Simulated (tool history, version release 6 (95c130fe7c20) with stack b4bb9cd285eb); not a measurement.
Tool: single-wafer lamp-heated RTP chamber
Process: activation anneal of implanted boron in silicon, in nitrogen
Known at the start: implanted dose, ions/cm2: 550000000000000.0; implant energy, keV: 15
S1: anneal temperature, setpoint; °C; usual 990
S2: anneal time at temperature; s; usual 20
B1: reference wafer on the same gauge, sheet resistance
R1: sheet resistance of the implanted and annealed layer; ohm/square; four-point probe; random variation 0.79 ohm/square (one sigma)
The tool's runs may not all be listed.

| run | day | S1 | S2 | B1 | R1 |
|---|---|---|---|---|---|
| 1 | 0 | 1010 | 16 | 230.03 | 195.6 |
| 2 | 0.958 | 1010 | 16 | 230.41 | 196.81 |
| 3 | 1.462 | 1010 | 16 | 230.42 | 196.62 |
| 4 | 2.442 | 990 | 20 | 230.08 | 200.75 |
| 5 | 3.838 | 990 | 15 | 230.56 | 203.28 |
| 6 | 5.275 | 990 | 15 | 231.1 | 201.48 |
| 7 | 5.871 | 990 | 27 | 230.96 | 201.53 |
| 8 | 6.7 | 990 | 27 | 231.4 | 200.64 |
| 9 | 8.188 | 990 | 27 | 231.65 | 201.2 |
| 10 | 9.238 | 990 | 20 | 232.33 | 201.43 |
| 11 | 9.775 | 990 | 20 | 231.84 | 203.06 |
| 12 | 11.512 | 990 | 20 | 232.28 | 203.2 |
| 13 | 12.229 | 990 | 20 | 228.25 | 198.89 |
| 14 | 12.767 | 990 | 20 | 228.6 | 199.52 |
| 15 | 14.121 | 990 | 20 | 228.91 | 201.04 |
| 16 | 15.304 | 990 | 20 | 229.4 | 199.81 |
| 17 | 16.429 | 973 | 10 | 229.09 | 216.35 |
| 18 | 16.962 | 1016 | 20 | 229.48 | 194.19 |
| 19 | 17.533 | 990 | 15 | 229.59 | 200.97 |
| 20 | 18.267 | 1001 | 26 | 229.38 | 195.67 |
| 21 | 19.592 | 990 | 20 | 229.86 | 200.53 |
| 22 | 20.458 | 961 | 20 | 230.04 | 224.35 |
| 23 | 21.579 | 973 | 10 | 230.28 | 216.2 |
| 24 | 22.654 | 968 | 30 | 230.42 | 214.15 |
| 25 | 23.538 | 972 | 26 | 230.82 | 210.1 |
| 26 | 24.221 | 990 | 20 | 230.7 | 200.89 |
| 27 | 25.175 | 1004 | 20 | 231.48 | 198.17 |
| 28 | 25.8 | 965 | 25 | 230.48 | 217.44 |
| 29 | 26.446 | 975 | 25 | 230.89 | 208.77 |
| 30 | 27.538 | 990 | 20 | 231.1 | 203.4 |
| 31 | 30.762 | 976 | 25 | 231.82 | 209.89 |
| 32 | 32.133 | 990 | 20 | 232.12 | 203.42 |

Taken out of this log: 6 entries between the listed runs. Where each belongs, and how the hidden state differs across it:
Between runs 4 and 5: pyrometer window cleaned and pyrometer calibrated (day 3.338)
  gauge reads high (%): 1.16 -> 1.27
  measured less the result without the state, R1: +2.31 -> +2.54 ohm/square
Between runs 11 and 12: pyrometer window cleaned and pyrometer calibrated (day 11.492)
  gauge reads high (%): 1.7 -> 1.82
  measured less the result without the state, R1: +3.38 -> +3.64 ohm/square
Between runs 12 and 13: gauge calibrated (day 12.192)
  gauge reads high (%): 1.82 -> 0.303
  measured less the result without the state, R1: +3.64 -> +0.6 ohm/square
Between runs 14 and 15: reflector plate cleaned (day 14.1)
  gauge reads high (%): 0.342 -> 0.44
  measured less the result without the state, R1: +0.68 -> +0.88 ohm/square
Between runs 21 and 22: pyrometer window cleaned and pyrometer calibrated (day 19.975)
  gauge reads high (%): 0.836 -> 0.899
  measured less the result without the state, R1: +1.67 -> +2 ohm/square
Between runs 30 and 31: pyrometer window cleaned and pyrometer calibrated (day 28.617)
  gauge reads high (%): 1.41 -> 1.64
  measured less the result without the state, R1: +2.83 -> +3.39 ohm/square

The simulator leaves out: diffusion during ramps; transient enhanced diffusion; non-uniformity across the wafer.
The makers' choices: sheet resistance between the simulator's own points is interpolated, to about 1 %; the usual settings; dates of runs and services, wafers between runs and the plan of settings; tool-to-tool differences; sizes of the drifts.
